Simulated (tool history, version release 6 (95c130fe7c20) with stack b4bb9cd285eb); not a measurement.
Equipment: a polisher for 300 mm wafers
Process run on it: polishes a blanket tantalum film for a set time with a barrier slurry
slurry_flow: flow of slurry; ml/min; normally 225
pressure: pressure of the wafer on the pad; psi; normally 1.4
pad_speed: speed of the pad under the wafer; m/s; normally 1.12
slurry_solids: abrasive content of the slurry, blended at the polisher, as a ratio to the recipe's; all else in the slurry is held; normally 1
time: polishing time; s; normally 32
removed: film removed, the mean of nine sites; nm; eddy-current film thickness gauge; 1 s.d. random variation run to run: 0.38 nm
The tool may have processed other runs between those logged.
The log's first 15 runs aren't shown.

run    hour  slurry_flow  pressure  pad_speed  slurry_solids  time  incoming thickness of the incoming film, nm  removed
     1217.4  -- worn pad replaced by a new one
 16  1246.8          225       1.2       1.12              1    32                                        417.1     33.4
     1291.6  -- slurry nozzle cleaned
 17  1349.9          225       1.4       1.38              1    32                                        416.7       47
 18  1448.7          225       1.4       1.12              1    32                                        422.6     38.8
 19  1499.2          225       1.4       1.12           0.85    32                                        416.5     37.5
 20  1558.9          285       1.4       0.74            0.9    32                                        411.4     25.9
 21    1665          285       1.4       1.12           1.15    32                                        414.4     41.2
     1690.7  -- slurry blender recalibrated
     1711.5  -- worn pad replaced by a new one
 22  1757.4          225       1.6       1.12              1    32                                        417.1     44.6
     1792.8  -- head pressure recalibrated
 23  1831.6          225       1.4       1.32           1.15    32                                          418     46.4
     1845.7  -- slurry nozzle cleaned
 24  1870.4          225       1.2       1.12              1    37                                        419.2     38.8
 25  1969.1          225       1.4       1.12              1    32                                        419.2     38.5
 26  2012.5          225       1.6       1.12            1.3    32                                        414.4     45.7
 27  2051.8          225       1.1       1.12              1    32                                        428.2     30.3
 28  2096.1          225       1.4       1.12              1    32                                        424.8     38.7
 29  2187.3          170       1.4        0.8              1    32                                        418.5     26.2
     2236.5  -- worn pad replaced by a new one
     2283.9  -- slurry blender recalibrated
 30  2286.5          225       1.4       1.12              1    32                                        422.2     38.9

Here are 4 independent what-if runs from the current tool condition. What would each one return?
  A  2286.9          225       1.4       1.12              1    32                                        415.7        ?
  B  2286.9          280       1.4       1.12              1    41                                        415.7        ?
  C  2286.9          285       1.4       1.32              1    32                                        415.7        ?
  D  2286.9          225       1.4       1.38              1    21                                        415.7        ?

run  removed
  A     38.3
  B     50.3
  C     46.4
  D       31
Had the tool no hidden state, the same runs would have come out as:
run  removed
  A     38.3
  B     50.3
  C     46.4
  D       31
